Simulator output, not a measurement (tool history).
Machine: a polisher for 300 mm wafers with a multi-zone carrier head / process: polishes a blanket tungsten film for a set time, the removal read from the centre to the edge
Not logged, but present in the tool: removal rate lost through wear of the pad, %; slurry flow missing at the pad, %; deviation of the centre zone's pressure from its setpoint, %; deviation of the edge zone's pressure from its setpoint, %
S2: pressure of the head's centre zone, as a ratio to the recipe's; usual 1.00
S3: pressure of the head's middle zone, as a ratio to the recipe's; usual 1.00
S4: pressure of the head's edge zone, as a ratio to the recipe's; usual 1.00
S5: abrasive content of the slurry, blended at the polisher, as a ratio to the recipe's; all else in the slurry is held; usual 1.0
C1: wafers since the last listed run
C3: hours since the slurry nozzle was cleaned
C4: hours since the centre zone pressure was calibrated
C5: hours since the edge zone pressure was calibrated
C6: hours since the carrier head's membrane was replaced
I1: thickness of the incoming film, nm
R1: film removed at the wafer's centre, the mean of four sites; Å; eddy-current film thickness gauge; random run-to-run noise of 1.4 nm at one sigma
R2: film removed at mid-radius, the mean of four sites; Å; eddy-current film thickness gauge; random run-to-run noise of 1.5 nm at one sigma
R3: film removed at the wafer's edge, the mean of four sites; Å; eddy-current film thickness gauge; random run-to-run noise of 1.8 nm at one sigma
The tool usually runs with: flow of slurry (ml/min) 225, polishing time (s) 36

{"run": 1, "hour": 0.0, "flow of slurry (ml/min)": 225, "S2": 1.0, "S3": 1.0, "S4": 1.0, "S5": 1.0, "polishing time (s)": 36, "C1": 0, "wafers polished on this pad": 377, "C3": 217.0, "C4": 469.0, "C5": 22.9, "C6": 714.0, "I1": 1148.0, "R1": 1295, "R2": 1251, "R3": 1261}
{"run": 2, "hour": 33.2, "flow of slurry (ml/min)": 225, "S2": 1.0, "S3": 1.0, "S4": 1.0, "S5": 1.0, "polishing time (s)": 36, "C1": 347, "wafers polished on this pad": 724, "C3": 250.2, "C4": 502.2, "C5": 56.1, "C6": 747.2, "I1": 1143.9, "R1": 1325, "R2": 1253, "R3": 1278}
{"run": 3, "hour": 52.6, "flow of slurry (ml/min)": 225, "S2": 1.0, "S3": 1.0, "S4": 1.0, "S5": 1.0, "polishing time (s)": 36, "C1": 202, "wafers polished on this pad": 927, "C3": 269.6, "C4": 521.6, "C5": 75.5, "C6": 766.6, "I1": 1165.7, "R1": 1311, "R2": 1223, "R3": 1247}
{"run": 4, "hour": 78.6, "flow of slurry (ml/min)": 285, "S2": 1.0, "S3": 0.97, "S4": 1.0, "S5": 1.0, "polishing time (s)": 36, "C1": 271, "wafers polished on this pad": 1199, "C3": 295.6, "C4": 547.6, "C5": 101.5, "C6": 792.6, "I1": 1125.9, "R1": 1362, "R2": 1263, "R3": 1293}
{"run": 5, "hour": 104.4, "flow of slurry (ml/min)": 225, "S2": 1.0, "S3": 0.89, "S4": 0.9, "S5": 1.0, "polishing time (s)": 36, "C1": 269, "wafers polished on this pad": 1469, "C3": 321.4, "C4": 573.4, "C5": 127.3, "C6": 818.4, "I1": 1165.4, "R1": 1299, "R2": 1157, "R3": 1249}
{"hour": 122.8, "done": "worn pad replaced by a new one"}
{"run": 6, "hour": 125.5, "flow of slurry (ml/min)": 155, "S2": 1.05, "S3": 1.0, "S4": 1.0, "S5": 1.0, "polishing time (s)": 36, "C1": 178, "wafers polished on this pad": 28, "C3": 342.5, "C4": 594.5, "C5": 148.4, "C6": 839.5, "I1": 1160.3, "R1": 1282, "R2": 1175, "R3": 1203}
{"hour": 135.1, "done": "slurry nozzle cleaned"}
{"run": 7, "hour": 149.8, "flow of slurry (ml/min)": 225, "S2": 1.0, "S3": 0.95, "S4": 1.0, "S5": 1.0, "polishing time (s)": 27, "C1": 243, "wafers polished on this pad": 272, "C3": 14.7, "C4": 618.8, "C5": 172.7, "C6": 863.8, "I1": 1136.1, "R1": 990, "R2": 903, "R3": 963}
{"run": 8, "hour": 166.9, "flow of slurry (ml/min)": 225, "S2": 1.0, "S3": 1.03, "S4": 1.0, "S5": 1.0, "polishing time (s)": 36, "C1": 178, "wafers polished on this pad": 450, "C3": 31.8, "C4": 635.9, "C5": 189.8, "C6": 880.9, "I1": 1139.5, "R1": 1306, "R2": 1266, "R3": 1289}
{"run": 9, "hour": 189.5, "flow of slurry (ml/min)": 225, "S2": 0.89, "S3": 1.0, "S4": 0.89, "S5": 1.0, "polishing time (s)": 30, "C1": 236, "wafers polished on this pad": 687, "C3": 54.4, "C4": 658.5, "C5": 212.4, "C6": 903.5, "I1": 1131.4, "R1": 986, "R2": 1058, "R3": 1005}
{"run": 10, "hour": 225.3, "flow of slurry (ml/min)": 195, "S2": 0.94, "S3": 1.0, "S4": 1.0, "S5": 1.0, "polishing time (s)": 47, "C1": 374, "wafers polished on this pad": 1061, "C3": 90.2, "C4": 694.3, "C5": 248.2, "C6": 939.3, "I1": 1170.1, "R1": 1586, "R2": 1581, "R3": 1625}
{"run": 11, "hour": 260.9, "flow of slurry (ml/min)": 225, "S2": 1.0, "S3": 1.0, "S4": 1.0, "S5": 1.0, "polishing time (s)": 36, "C1": 372, "wafers polished on this pad": 1434, "C3": 125.8, "C4": 729.9, "C5": 283.8, "C6": 974.9, "I1": 1138.6, "R1": 1323, "R2": 1234, "R3": 1301}
{"hour": 282.2, "done": "centre zone pressure recalibrated"}
{"run": 12, "hour": 291.7, "flow of slurry (ml/min)": 225, "S2": 1.0, "S3": 1.0, "S4": 1.0, "S5": 0.9, "polishing time (s)": 36, "C1": 301, "wafers polished on this pad": 1735, "C3": 156.6, "C4": 9.5, "C5": 314.6, "C6": 1005.7, "I1": 1165.9, "R1": 1305, "R2": 1212, "R3": 1231}
{"hour": 307.7, "done": "worn pad replaced by a new one"}
{"run": 13, "hour": 308.2, "flow of slurry (ml/min)": 225, "S2": 1.0, "S3": 1.0, "S4": 1.0, "S5": 1.0, "polishing time (s)": 36, "C1": 130, "wafers polished on this pad": 5, "C3": 173.1, "C4": 26.0, "C5": 331.1, "C6": 1022.2, "I1": 1140.4, "R1": 1333, "R2": 1240, "R3": 1280}
{"run": 14, "hour": 340.2, "flow of slurry (ml/min)": 225, "S2": 1.0, "S3": 1.08, "S4": 1.0, "S5": 1.0, "polishing time (s)": 36, "C1": 334, "wafers polished on this pad": 340, "C3": 205.1, "C4": 58.0, "C5": 363.1, "C6": 1054.2, "I1": 1158.7, "R1": 1323, "R2": 1318, "R3": 1294}
{"hour": 363.7, "done": "carrier head's membrane replaced by a new one"}
{"run": 15, "hour": 373.5, "flow of slurry (ml/min)": 225, "S2": 1.0, "S3": 0.94, "S4": 1.0, "S5": 1.0, "polishing time (s)": 42, "C1": 295, "wafers polished on this pad": 636, "C3": 238.4, "C4": 91.3, "C5": 396.4, "C6": 9.8, "I1": 1129.9, "R1": 1522, "R2": 1396, "R3": 1487}
{"run": 16, "hour": 399.6, "flow of slurry (ml/min)": 225, "S2": 1.0, "S3": 0.91, "S4": 1.0, "S5": 1.3, "polishing time (s)": 36, "C1": 272, "wafers polished on this pad": 909, "C3": 264.5, "C4": 117.4, "C5": 422.5, "C6": 35.9, "I1": 1162.9, "R1": 1399, "R2": 1227, "R3": 1397}
{"run": 17, "hour": 430.8, "flow of slurry (ml/min)": 225, "S2": 1.0, "S3": 1.0, "S4": 1.0, "S5": 1.0, "polishing time (s)": 32, "C1": 326, "wafers polished on this pad": 1235, "C3": 295.7, "C4": 148.6, "C5": 453.7, "C6": 67.1, "I1": 1149.5, "R1": 1203, "R2": 1116, "R3": 1129}
{"hour": 440.2, "done": "slurry nozzle cleaned"}
{"run": 18, "hour": 464.4, "flow of slurry (ml/min)": 225, "S2": 1.0, "S3": 1.0, "S4": 1.0, "S5": 1.2, "polishing time (s)": 36, "C1": 340, "wafers polished on this pad": 1576, "C3": 24.2, "C4": 182.2, "C5": 487.3, "C6": 100.7, "I1": 1137.9, "R1": 1365, "R2": 1309, "R3": 1363}
{"hour": 500.7, "done": "worn pad replaced by a new one"}
{"run": 19, "hour": 542.9, "flow of slurry (ml/min)": 225, "S2": 1.0, "S3": 1.0, "S4": 0.94, "S5": 1.0, "polishing time (s)": 40, "C1": 779, "wafers polished on this pad": 441, "C3": 102.7, "C4": 260.7, "C5": 565.8, "C6": 179.2, "I1": 1146.1, "R1": 1484, "R2": 1382, "R3": 1431}
{"run": 20, "hour": 558.3, "flow of slurry (ml/min)": 225, "S2": 0.89, "S3": 1.0, "S4": 0.89, "S5": 1.0, "polishing time (s)": 30, "C1": 161, "wafers polished on this pad": 602, "C3": 118.1, "C4": 276.1, "C5": 581.2, "C6": 194.6, "I1": 1126.2, "R1": 982, "R2": 1028, "R3": 1010}
{"run": 21, "hour": 586.6, "flow of slurry (ml/min)": 225, "S2": 1.0, "S3": 0.94, "S4": 1.0, "S5": 1.0, "polishing time (s)": 36, "C1": 295, "wafers polished on this pad": 898, "C3": 146.4, "C4": 304.4, "C5": 609.5, "C6": 222.9, "I1": 1149.3, "R1": 1317, "R2": 1196, "R3": 1308}

Describe how what the log doesn't record of the tool's condition differs between the last listed run preceding each entry between runs and the first listed run following it.
Logged between run 5 and run 6: worn pad replaced by a new one (hour 122.8)
  no hidden state differs between the two runs
Logged between run 6 and run 7: slurry nozzle cleaned (hour 135.1)
  no hidden state differs between the two runs
Logged between run 11 and run 12: centre zone pressure recalibrated (hour 282.2)
  no hidden state differs between the two runs
Logged between run 12 and run 13: worn pad replaced by a new one (hour 307.7)
  no hidden state differs between the two runs
Logged between run 14 and run 15: carrier head's membrane replaced by a new one (hour 363.7)
  no hidden state differs between the two runs
Logged between run 17 and run 18: slurry nozzle cleaned (hour 440.2)
  no hidden state differs between the two runs
Logged between run 18 and run 19: worn pad replaced by a new one (hour 500.7)
  no hidden state differs between the two runs

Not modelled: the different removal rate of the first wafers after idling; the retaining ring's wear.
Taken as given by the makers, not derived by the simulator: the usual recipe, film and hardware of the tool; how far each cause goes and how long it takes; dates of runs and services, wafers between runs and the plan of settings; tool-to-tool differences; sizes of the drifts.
